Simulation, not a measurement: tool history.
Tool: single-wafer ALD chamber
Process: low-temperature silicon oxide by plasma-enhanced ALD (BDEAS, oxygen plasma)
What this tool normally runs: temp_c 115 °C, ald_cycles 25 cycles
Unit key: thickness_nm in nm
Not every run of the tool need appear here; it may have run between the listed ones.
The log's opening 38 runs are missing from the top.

| run | day | temp_c | ald_cycles | wafers since the last listed run | hours since the last thermocouple change | hours since the gauge calibration | read-back reference wafer on the same gauge, thickness_nm | thickness_nm |
|---|---|---|---|---|---|---|---|---|
| 39 | 18.275 | 125 | 28 | 167 | 236.2 | 75.3 | 3.042 | 3.823 |
| 40 | 18.667 | 104 | 27 | 120 | 245.6 | 84.7 | 3.041 | 3.850 |
| 41 | 19.000 | 129 | 29 | 102 | 253.6 | 92.7 | 3.041 | 3.959 |
| 42 | 19.308 | 115 | 21 | 94 | 261.0 | 100.1 | 3.042 | 2.936 |
| 43 | 19.979 | 115 | 28 | 206 | 277.1 | 116.2 | 3.040 | 3.913 |
| 44 | 20.288 | 119 | 25 | 94 | 284.5 | 123.6 | 3.038 | 3.485 |
| 45 | 20.812 | 123 | 29 | 161 | 297.1 | 136.2 | 3.038 | 3.986 |
| 46 | 21.312 | 111 | 27 | 153 | 309.1 | 148.2 | 3.040 | 3.791 |

3 options for the next run, each taken on its own from the tool as it stands now. Forecast them:
| A | 21.329 | 115 | 25 | 5 | 309.5 | 148.6 | ? | ? |
| B | 21.329 | 109 | 22 | 5 | 309.5 | 148.6 | ? | ? |
| C | 21.329 | 119 | 29 | 5 | 309.5 | 148.6 | ? | ? |

| run | read-back reference wafer on the same gauge, thickness_nm | thickness_nm |
|---|---|---|
| A | 3.039 | 3.482 |
| B | 3.039 | 3.094 |
| C | 3.039 | 4.013 |
What these runs would have given with no unlogged condition in the tool:
| run | thickness_nm |
|---|---|
| A | 3.482 |
| B | 3.094 |
| C | 4.013 |
